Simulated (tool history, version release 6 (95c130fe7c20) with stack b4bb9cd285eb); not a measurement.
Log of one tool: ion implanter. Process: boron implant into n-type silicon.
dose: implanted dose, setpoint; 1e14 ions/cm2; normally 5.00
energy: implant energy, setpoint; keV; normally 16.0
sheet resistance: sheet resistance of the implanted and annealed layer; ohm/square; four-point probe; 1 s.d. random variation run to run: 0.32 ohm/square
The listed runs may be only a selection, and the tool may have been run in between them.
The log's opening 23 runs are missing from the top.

| run | hour | dose | energy | wafers since the last listed run | hours since the last dose calibration | hours since the extraction supply was calibrated | hours since the gauge calibration | read-back reference wafer on the same gauge, sheet resistance | sheet resistance |
|---|---|---|---|---|---|---|---|---|---|
| 24 | 284.2 | 3.74 | 16.0 | 482 | 203.8 | 170.0 | 107.6 | 229.96 | 268.54 |
| 25 | 299.9 | 5.00 | 16.0 | 512 | 219.5 | 185.7 | 123.3 | 229.96 | 211.76 |
| 26 | 316.7 | 5.90 | 16.0 | 547 | 236.3 | 202.5 | 140.1 | 229.97 | 185.78 |
| 27 | 327.9 | 5.00 | 16.0 | 365 | 247.5 | 213.7 | 151.3 | 230.07 | 212.74 |
| 28 | 343.1 | 5.00 | 13.5 | 495 | 262.7 | 228.9 | 166.5 | 230.01 | 214.40 |
| 29 | 354.8 | 6.06 | 12.0 | 381 | 274.4 | 240.6 | 178.2 | 230.13 | 184.60 |
| 30 | 369.9 | 5.00 | 16.0 | 492 | 289.5 | 255.7 | 193.3 | 229.99 | 211.42 |
| 31 | 392.4 | 5.96 | 13.0 | 733 | 312.0 | 278.2 | 215.8 | 230.04 | 186.15 |
| 32 | 405.1 | 5.45 | 16.0 | 414 | 324.7 | 290.9 | 228.5 | 230.08 | 197.69 |
| 33 | 419.3 | 5.00 | 16.0 | 463 | 338.9 | 305.1 | 242.7 | 229.89 | 211.70 |
| 34 | 429.6 | 4.02 | 12.5 | 335 | 349.2 | 315.4 | 253.0 | 230.13 | 256.78 |
| 35 | 441.2 | 4.37 | 10.5 | 378 | 360.8 | 327.0 | 264.6 | 229.99 | 242.08 |
| 36 | 452.7 | 3.72 | 18.0 | 375 | 372.3 | 338.5 | 276.1 | 229.95 | 266.96 |
| 37 | 466.5 | 5.00 | 16.0 | 450 | 386.1 | 352.3 | 289.9 | 229.98 | 211.58 |

Here are 4 independent what-if runs from the current tool condition. What would each one return?
| A | 466.9 | 5.00 | 16.0 | 13 | 386.5 | 352.7 | 290.3 | ? | ? |
| B | 466.9 | 6.34 | 20.0 | 13 | 386.5 | 352.7 | 290.3 | ? | ? |
| C | 466.9 | 6.37 | 12.0 | 13 | 386.5 | 352.7 | 290.3 | ? | ? |
| D | 466.9 | 5.00 | 17.5 | 13 | 386.5 | 352.7 | 290.3 | ? | ? |

| run | read-back reference wafer on the same gauge, sheet resistance | sheet resistance |
|---|---|---|
| A | 229.99 | 211.69 |
| B | 229.99 | 172.40 |
| C | 229.99 | 177.49 |
| D | 229.99 | 210.64 |
Without the tool's hidden state the same runs would have given:
| run | sheet resistance |
|---|---|
| A | 212.46 |
| B | 173.03 |
| C | 178.10 |
| D | 211.40 |

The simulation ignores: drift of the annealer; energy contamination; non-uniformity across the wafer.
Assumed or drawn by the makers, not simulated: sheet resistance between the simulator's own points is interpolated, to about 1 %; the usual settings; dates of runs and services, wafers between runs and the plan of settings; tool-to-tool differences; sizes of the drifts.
